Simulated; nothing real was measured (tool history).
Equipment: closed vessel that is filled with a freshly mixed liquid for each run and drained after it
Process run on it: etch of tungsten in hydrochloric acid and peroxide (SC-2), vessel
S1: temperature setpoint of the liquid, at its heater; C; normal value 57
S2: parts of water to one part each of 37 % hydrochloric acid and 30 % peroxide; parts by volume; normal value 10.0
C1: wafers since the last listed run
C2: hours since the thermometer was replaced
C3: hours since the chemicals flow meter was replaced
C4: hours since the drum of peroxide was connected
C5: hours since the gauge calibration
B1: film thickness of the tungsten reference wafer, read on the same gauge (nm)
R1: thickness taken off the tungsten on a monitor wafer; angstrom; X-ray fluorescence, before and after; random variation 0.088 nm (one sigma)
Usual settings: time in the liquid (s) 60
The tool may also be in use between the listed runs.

run 1 hour=0.0 | S1=57 S2=10.0 time_in_the_liquid_(s)=60 | C1=0 C2=2135.1 C3=1029.2 C4=973.1 C5=254.5 | B1=90.00 | R1=229.3
run 2 hour=52.7 | S1=57 S2=10.0 time_in_the_liquid_(s)=60 | C1=3774 C2=2187.8 C3=1081.9 C4=1025.8 C5=307.2 | B1=90.00 | R1=229.5
-- hour=60.5 new drum of peroxide connected
run 3 hour=140.6 | S1=57 S2=10.0 time_in_the_liquid_(s)=60 | C1=6223 C2=2275.7 C3=1169.8 C4=80.1 C5=395.1 | B1=89.96 | R1=228.3
run 4 hour=242.9 | S1=57 S2=10.0 time_in_the_liquid_(s)=60 | C1=7326 C2=2378.0 C3=1272.1 C4=182.4 C5=497.4 | B1=90.01 | R1=227.2
run 5 hour=312.8 | S1=57 S2=10.0 time_in_the_liquid_(s)=60 | C1=5006 C2=2447.9 C3=1342.0 C4=252.3 C5=567.3 | B1=89.98 | R1=226.8
run 6 hour=404.2 | S1=57 S2=10.0 time_in_the_liquid_(s)=60 | C1=6545 C2=2539.3 C3=1433.4 C4=343.7 C5=658.7 | B1=90.02 | R1=227.4
run 7 hour=452.1 | S1=51 S2=8.0 time_in_the_liquid_(s)=60 | C1=3430 C2=2587.2 C3=1481.3 C4=391.6 C5=706.6 | B1=90.01 | R1=183.9
-- hour=514.0 thermometer replaced
run 8 hour=545.7 | S1=51 S2=8.0 time_in_the_liquid_(s)=60 | C1=6631 C2=31.7 C3=1574.9 C4=485.2 C5=800.2 | B1=90.01 | R1=178.5
run 9 hour=634.6 | S1=57 S2=10.0 time_in_the_liquid_(s)=60 | C1=6366 C2=120.6 C3=1663.8 C4=574.1 C5=889.1 | B1=89.99 | R1=219.4
-- hour=788.2 chemicals flow meter replaced
-- hour=830.8 thermometer replaced, repeated, since the last time left the tool worse
-- hour=845.5 gauge calibrated
run 10 hour=864.2 | S1=61 S2=12.0 time_in_the_liquid_(s)=80 | C1=16300 C2=33.4 C3=76.0 C4=803.7 C5=18.7 | B1=89.98 | R1=349.1
run 11 hour=955.5 | S1=57 S2=10.0 time_in_the_liquid_(s)=60 | C1=6538 C2=124.7 C3=167.3 C4=895.0 C5=110.0 | B1=90.01 | R1=236.8
-- hour=956.8 new drum of peroxide connected
run 12 hour=1042.8 | S1=57 S2=10.0 time_in_the_liquid_(s)=60 | C1=6180 C2=212.0 C3=254.6 C4=86.0 C5=197.3 | B1=90.02 | R1=238.9
run 13 hour=1134.6 | S1=50 S2=8.5 time_in_the_liquid_(s)=70 | C1=6574 C2=303.8 C3=346.4 C4=177.8 C5=289.1 | B1=90.01 | R1=200.0
run 14 hour=1185.4 | S1=57 S2=10.0 time_in_the_liquid_(s)=60 | C1=3638 C2=354.6 C3=397.2 C4=228.6 C5=339.9 | B1=90.03 | R1=237.0
run 15 hour=1277.4 | S1=57 S2=10.0 time_in_the_liquid_(s)=60 | C1=6588 C2=446.6 C3=489.2 C4=320.6 C5=431.9 | B1=89.99 | R1=237.1
run 16 hour=1381.0 | S1=57 S2=10.0 time_in_the_liquid_(s)=50 | C1=7419 C2=550.2 C3=592.8 C4=424.2 C5=535.5 | B1=90.00 | R1=196.8
run 17 hour=1436.0 | S1=65 S2=15.0 time_in_the_liquid_(s)=30 | C1=3939 C2=605.2 C3=647.8 C4=479.2 C5=590.5 | B1=90.00 | R1=137.1
run 18 hour=1511.2 | S1=57 S2=6.0 time_in_the_liquid_(s)=60 | C1=5385 C2=680.4 C3=723.0 C4=554.4 C5=665.7 | B1=90.01 | R1=353.7
run 19 hour=1592.0 | S1=57 S2=10.0 time_in_the_liquid_(s)=95 | C1=5786 C2=761.2 C3=803.8 C4=635.2 C5=746.5 | B1=90.05 | R1=373.2

Alternative continuations, all from the tool just after run 19; predict every row:
run A hour=1592.7 | S1=61 S2=10.0 time_in_the_liquid_(s)=60 | C1=50 C2=761.9 C3=804.5 C4=635.9 C5=747.2 | B1=? | R1=?
run B hour=1592.7 | S1=57 S2=12.0 time_in_the_liquid_(s)=60 | C1=50 C2=761.9 C3=804.5 C4=635.9 C5=747.2 | B1=? | R1=?
run C hour=1592.7 | S1=57 S2=7.0 time_in_the_liquid_(s)=60 | C1=50 C2=761.9 C3=804.5 C4=635.9 C5=747.2 | B1=? | R1=?

run=A B1=90.01 R1=303.6
run=B B1=90.01 R1=202.1
run=C B1=90.01 R1=314.4
The same runs, with their run-to-run variation unchanged, on a tool lacking any hidden condition would have given:
run=A R1=307.8
run=B R1=205.0
run=C R1=318.8

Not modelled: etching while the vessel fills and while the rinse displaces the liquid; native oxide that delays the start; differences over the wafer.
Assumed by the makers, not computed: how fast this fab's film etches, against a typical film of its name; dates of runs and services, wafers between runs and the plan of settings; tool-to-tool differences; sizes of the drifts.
